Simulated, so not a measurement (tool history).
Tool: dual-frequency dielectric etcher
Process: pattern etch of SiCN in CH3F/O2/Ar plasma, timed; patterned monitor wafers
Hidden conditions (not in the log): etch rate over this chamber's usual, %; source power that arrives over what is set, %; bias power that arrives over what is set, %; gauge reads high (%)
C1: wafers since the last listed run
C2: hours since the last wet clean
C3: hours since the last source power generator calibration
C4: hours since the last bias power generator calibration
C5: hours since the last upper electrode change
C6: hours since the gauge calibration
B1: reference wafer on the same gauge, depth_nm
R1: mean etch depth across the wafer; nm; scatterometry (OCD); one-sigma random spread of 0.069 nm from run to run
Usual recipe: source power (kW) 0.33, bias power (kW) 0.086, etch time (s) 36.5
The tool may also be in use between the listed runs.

Run 1, hour 0: usual settings but source power (kW) 0.37; C1 0; C2 168.7; C3 3338.3; C4 3409.3; C5 2777.6; C6 67.7; B1 13.31. Result: R1 13.87 nm.
Run 2, hour 30.9: usual settings but source power (kW) 0.37; C1 230; C2 199.6; C3 3369.2; C4 3440.2; C5 2808.5; C6 98.6; B1 13.3. Result: R1 13.84 nm.
Run 3, hour 54.3: usual settings; C1 174; C2 223; C3 3392.6; C4 3463.6; C5 2831.9; C6 122; B1 13.3. Result: R1 13 nm.
Run 4, hour 82.1: usual settings; C1 207; C2 250.8; C3 3420.4; C4 3491.4; C5 2859.7; C6 149.8; B1 13.29. Result: R1 13.02 nm.
Run 5, hour 103.9: usual settings; C1 162; C2 272.6; C3 3442.2; C4 3513.2; C5 2881.5; C6 171.6; B1 13.28. Result: R1 13.12 nm.
Run 6, hour 126.9: usual settings; C1 171; C2 295.6; C3 3465.2; C4 3536.2; C5 2904.5; C6 194.6; B1 13.29. Result: R1 12.99 nm.
At hour 154.9: bias power generator calibrated.
Run 7, hour 159.7: usual settings; C1 214; C2 328.4; C3 3498; C4 4.8; C5 2937.3; C6 227.4; B1 13.31. Result: R1 12.92 nm.
Run 8, hour 172.2: usual settings; C1 93; C2 340.9; C3 3510.5; C4 17.3; C5 2949.8; C6 239.9; B1 13.29. Result: R1 12.94 nm.
At hour 222.2: upper electrode replaced, of another model than before.
At hour 228.8: wet clean of the chamber.
Run 9, hour 229.3: usual settings but source power (kW) 0.3; C1 197; C2 0.5; C3 3567.6; C4 74.4; C5 7.1; C6 297; B1 13.28. Result: R1 12.62 nm.
Run 10, hour 235.8: usual settings but source power (kW) 0.3; C1 48; C2 7; C3 3574.1; C4 80.9; C5 13.6; C6 303.5; B1 13.31. Result: R1 12.63 nm.
Run 11, hour 260.6: usual settings but bias power (kW) 0.104; C1 185; C2 31.8; C3 3598.9; C4 105.7; C5 38.4; C6 328.3; B1 13.3. Result: R1 15.03 nm.
Run 12, hour 273.5: usual settings but source power (kW) 0.41; C1 96; C2 44.7; C3 3611.8; C4 118.6; C5 51.3; C6 341.2; B1 13.28. Result: R1 14.98 nm.
Run 13, hour 286.7: usual settings; C1 98; C2 57.9; C3 3625; C4 131.8; C5 64.5; C6 354.4; B1 13.31. Result: R1 13.23 nm.
Run 14, hour 309.1: usual settings but source power (kW) 0.27, bias power (kW) 0.067, etch time (s) 41.5; C1 167; C2 80.3; C3 3647.4; C4 154.2; C5 86.9; C6 376.8; B1 13.3. Result: R1 11.02 nm.
At hour 314.8: gauge calibrated.
Run 15, hour 330.3: usual settings but source power (kW) 0.38; C1 158; C2 101.5; C3 3668.6; C4 175.4; C5 108.1; C6 15.5; B1 13.29. Result: R1 14.25 nm.
At hour 353.4: source power generator calibrated.
Run 16, hour 356.8: usual settings; C1 167; C2 128; C3 3.4; C4 201.9; C5 134.6; C6 42; B1 13.29. Result: R1 13.19 nm.
Run 17, hour 392.1: usual settings but source power (kW) 0.25, bias power (kW) 0.108; C1 263; C2 163.3; C3 38.7; C4 237.2; C5 169.9; C6 77.3; B1 13.28. Result: R1 12.73 nm.
Run 18, hour 412.5: usual settings but source power (kW) 0.39, etch time (s) 31; C1 152; C2 183.7; C3 59.1; C4 257.6; C5 190.3; C6 97.7; B1 13.3. Result: R1 12.3 nm.
Run 19, hour 433.5: usual settings but bias power (kW) 0.093, etch time (s) 44; C1 156; C2 204.7; C3 80.1; C4 278.6; C5 211.3; C6 118.7; B1 13.31. Result: R1 16.54 nm.
Run 20, hour 467.5: usual settings but source power (kW) 0.38, bias power (kW) 0.073, etch time (s) 33; C1 253; C2 238.7; C3 114.1; C4 312.6; C5 245.3; C6 152.7; B1 13.29. Result: R1 11.44 nm.

Entry by entry between the runs, the difference in hidden state between the last listed run before and the first listed run after:
From run 6 to run 7: bias power generator calibrated (hour 154.9)
  etch rate over this chamber's usual, %: -2.48 -> -2.78
  measured minus no-state result, R1: -0.33 -> -0.37 nm
From run 8 to run 9: upper electrode replaced, of another model than before (hour 222.2); wet clean of the chamber (hour 228.8)
  etch rate over this chamber's usual, %: -2.89 -> 0.103
  measured minus no-state result, R1: -0.38 -> +0.01 nm
From run 14 to run 15: gauge calibrated (hour 314.8)
  etch rate over this chamber's usual, %: -0.631 -> -0.826
  measured minus no-state result, R1: -0.07 -> -0.12 nm
From run 15 to run 16: source power generator calibrated (hour 353.4)
  etch rate over this chamber's usual, %: -0.826 -> -1.07
  measured minus no-state result, R1: -0.12 -> -0.14 nm
